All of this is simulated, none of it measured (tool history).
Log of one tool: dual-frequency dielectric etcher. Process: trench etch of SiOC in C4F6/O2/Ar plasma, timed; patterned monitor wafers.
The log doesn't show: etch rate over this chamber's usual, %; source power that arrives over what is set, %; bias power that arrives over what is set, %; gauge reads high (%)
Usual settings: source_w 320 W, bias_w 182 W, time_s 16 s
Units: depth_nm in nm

run,hour,source_w,bias_w,time_s,wafers since the last listed run,hours since the last wet clean,hours since the last source power generator calibration,hours since the last bias power generator calibration,hours since the last upper electrode change,hours since the gauge calibration,"read-back reference wafer on the same gauge, depth_nm",depth_nm
1,0,320,182,16,0,569.6,1845.1,1505.8,3029.1,129,24.7,25.94
# hour 6.8: wet clean of the chamber
2,60.5,320,182,16,999,53.7,1905.6,1566.3,3089.6,189.5,24.71,26.38
3,168.2,320,182,16,2007,161.4,2013.3,1674,3197.3,297.2,24.7,26.09
4,265.9,320,182,18,1820,259.1,2111,1771.7,3295,394.9,24.7,29.32
# hour 294.8: bias power generator calibrated
5,306,320,182,16,672,299.2,2151.1,11.2,3335.1,435,24.71,26.03
# hour 359.6: upper electrode replaced, of another model than before
6,360.1,340,182,16,560,353.3,2205.2,65.3,0.5,489.1,24.71,26.32
7,404.3,340,182,16,823,397.5,2249.4,109.5,44.7,533.3,24.7,26.37
8,509.8,290,182,19,1966,503,2354.9,215,150.2,638.8,24.7,30.1
# hour 555: source power generator calibrated
# hour 572.7: wet clean of the chamber
9,582.6,320,182,19,951,9.9,27.6,287.8,223,711.6,24.71,31.34
10,677.7,300,182,20.5,1772,105,122.7,382.9,318.1,806.7,24.7,33.29
# hour 678.1: gauge calibrated
11,762.7,320,182,16,1584,190,207.7,467.9,403.1,84.6,24.7,26.21
12,801.9,320,182,12,730,229.2,246.9,507.1,442.3,123.8,24.69,19.66
13,865.8,300,143,17.5,1190,293.1,310.8,571,506.2,187.7,24.7,26.59
14,967,320,182,16,1886,394.3,412,672.2,607.4,288.9,24.7,25.94

What the log doesn't show, run by run:
source power that arrives over what is set, %: 0 in every run
bias power that arrives over what is set, %: 0 in every run
gauge reads high (%): 0 in every run
H1: etch rate over this chamber's usual, %
run,H1
1,-1.67
2,-0.322
3,-0.636
4,-0.92
5,-1.04
6,-1.19
7,-1.32
8,-1.63
9,-0.11
10,-0.387
11,-0.634
12,-0.748
13,-0.934
14,-1.23

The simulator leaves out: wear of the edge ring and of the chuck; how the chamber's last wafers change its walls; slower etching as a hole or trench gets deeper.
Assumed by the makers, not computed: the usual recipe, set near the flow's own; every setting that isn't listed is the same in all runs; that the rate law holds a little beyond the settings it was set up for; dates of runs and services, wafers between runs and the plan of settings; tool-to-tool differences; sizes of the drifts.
